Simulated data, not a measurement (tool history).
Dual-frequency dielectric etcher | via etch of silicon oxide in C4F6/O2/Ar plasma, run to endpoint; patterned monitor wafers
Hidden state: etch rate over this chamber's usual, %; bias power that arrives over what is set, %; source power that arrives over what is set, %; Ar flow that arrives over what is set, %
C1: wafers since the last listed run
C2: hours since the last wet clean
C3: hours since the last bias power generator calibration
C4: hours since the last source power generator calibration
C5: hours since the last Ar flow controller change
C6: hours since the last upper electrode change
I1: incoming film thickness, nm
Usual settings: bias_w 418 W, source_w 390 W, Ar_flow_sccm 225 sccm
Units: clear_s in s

Run 1, hour 0: usual settings but source_w 440 W; C1 0; C2 288.2; C3 3686.2; C4 3688.6; C5 1805; C6 4913.9; I1 133.3. Result: clear_s 30.8 s.
Run 2, hour 13.5: usual settings but source_w 440 W; C1 172; C2 301.7; C3 3699.7; C4 3702.1; C5 1818.5; C6 4927.4; I1 134. Result: clear_s 31.1 s.
Run 3, hour 27.4: usual settings but source_w 340 W; C1 177; C2 315.6; C3 3713.6; C4 3716; C5 1832.4; C6 4941.3; I1 134. Result: clear_s 33.2 s.
Run 4, hour 34.6: usual settings but bias_w 494 W; C1 92; C2 322.8; C3 3720.8; C4 3723.2; C5 1839.6; C6 4948.5; I1 133.4. Result: clear_s 29.7 s.
Run 5, hour 49.3: usual settings but bias_w 494 W; C1 188; C2 337.5; C3 3735.5; C4 3737.9; C5 1854.3; C6 4963.2; I1 133.3. Result: clear_s 29.6 s.
Run 6, hour 63.6: usual settings; C1 182; C2 351.8; C3 3749.8; C4 3752.2; C5 1868.6; C6 4977.5; I1 133.1. Result: clear_s 31.7 s.
At hour 84.9: Ar flow controller replaced.
At hour 93.4: upper electrode replaced.
Run 7, hour 93.9: usual settings; C1 201; C2 382.1; C3 3780.1; C4 3782.5; C5 9; C6 0.5; I1 133.9. Result: clear_s 31.5 s.
Run 8, hour 94.2: usual settings; C1 3; C2 382.4; C3 3780.4; C4 3782.8; C5 9.3; C6 0.8; I1 133. Result: clear_s 31.7 s.
Run 9, hour 98.4: usual settings but Ar_flow_sccm 205 sccm; C1 53; C2 386.6; C3 3784.6; C4 3787; C5 13.5; C6 5; I1 134.5. Result: clear_s 31.5 s.
At hour 126.9: wet clean of the chamber.
Run 10, hour 127.4: usual settings but Ar_flow_sccm 205 sccm; C1 63; C2 0.5; C3 3813.6; C4 3816; C5 42.5; C6 34; I1 133.7. Result: clear_s 32.8 s.
Run 11, hour 127.8: usual settings; C1 5; C2 0.9; C3 3814; C4 3816.4; C5 42.9; C6 34.4; I1 133.4. Result: clear_s 33.6 s.
Run 12, hour 128.1: usual settings but source_w 330 W; C1 3; C2 1.2; C3 3814.3; C4 3816.7; C5 43.2; C6 34.7; I1 134.3. Result: clear_s 35 s.
Run 13, hour 128.4: usual settings but bias_w 500 W, source_w 360 W, Ar_flow_sccm 199 sccm; C1 3; C2 1.5; C3 3814.6; C4 3817; C5 43.5; C6 35; I1 133.4. Result: clear_s 31.2 s.
Run 14, hour 136.5: usual settings but source_w 360 W; C1 103; C2 9.6; C3 3822.7; C4 3825.1; C5 51.6; C6 43.1; I1 133.8. Result: clear_s 34 s.
At hour 146.7: source power generator calibrated.
Run 15, hour 152.8: usual settings but bias_w 508 W, source_w 440 W, Ar_flow_sccm 244 sccm; C1 157; C2 25.9; C3 3839; C4 6.1; C5 67.9; C6 59.4; I1 133.6. Result: clear_s 30.1 s.
Run 16, hour 164.1: usual settings but bias_w 485 W, source_w 300 W; C1 144; C2 37.2; C3 3850.3; C4 17.4; C5 79.2; C6 70.7; I1 132.9. Result: clear_s 33.6 s.
Run 17, hour 179.6: usual settings but bias_w 445 W; C1 198; C2 52.7; C3 3865.8; C4 32.9; C5 94.7; C6 86.2; I1 134.1. Result: clear_s 32.7 s.
At hour 186.4: bias power generator calibrated.
Run 18, hour 194.2: usual settings but bias_w 345 W, Ar_flow_sccm 279 sccm; C1 135; C2 67.3; C3 7.8; C4 47.5; C5 109.3; C6 100.8; I1 132.3. Result: clear_s 36.6 s.
Run 19, hour 216.8: usual settings; C1 289; C2 89.9; C3 30.4; C4 70.1; C5 131.9; C6 123.4; I1 134.1. Result: clear_s 33.3 s.
Run 20, hour 229.7: usual settings but bias_w 519 W, source_w 350 W, Ar_flow_sccm 186 sccm; C1 165; C2 102.8; C3 43.3; C4 83; C5 144.8; C6 136.3; I1 135.3. Result: clear_s 30.5 s.
Run 21, hour 238.4: usual settings; C1 111; C2 111.5; C3 52; C4 91.7; C5 153.5; C6 145; I1 134.7. Result: clear_s 33.3 s.
Run 22, hour 248.3: usual settings; C1 126; C2 121.4; C3 61.9; C4 101.6; C5 163.4; C6 154.9; I1 132.8. Result: clear_s 33 s.
Run 23, hour 263.8: usual settings but Ar_flow_sccm 243 sccm; C1 198; C2 136.9; C3 77.4; C4 117.1; C5 178.9; C6 170.4; I1 133.1. Result: clear_s 33.2 s.

4 ways to go on from here, each from the tool as it stands after run 23. What would each give?
Run A, hour 264.2: usual settings; C1 5; C2 137.3; C3 77.8; C4 117.5; C5 179.3; C6 170.8; I1 133.9. Result: clear_s ?.
Run B, hour 264.2: usual settings but bias_w 507 W, source_w 320 W, Ar_flow_sccm 173 sccm; C1 5; C2 137.3; C3 77.8; C4 117.5; C5 179.3; C6 170.8; I1 133.9. Result: clear_s ?.
Run C, hour 264.2: usual settings but source_w 300 W, Ar_flow_sccm 191 sccm; C1 5; C2 137.3; C3 77.8; C4 117.5; C5 179.3; C6 170.8; I1 133.9. Result: clear_s ?.
Run D, hour 264.2: usual settings but bias_w 521 W; C1 5; C2 137.3; C3 77.8; C4 117.5; C5 179.3; C6 170.8; I1 133.9. Result: clear_s ?.

run  clear_s
  A     33.1
  B     30.8
  C     34.5
  D     30.2
Without the tool's hidden state the same runs would have given:
run  clear_s
  A     33.6
  B     31.3
  C     35.1
  D     30.7
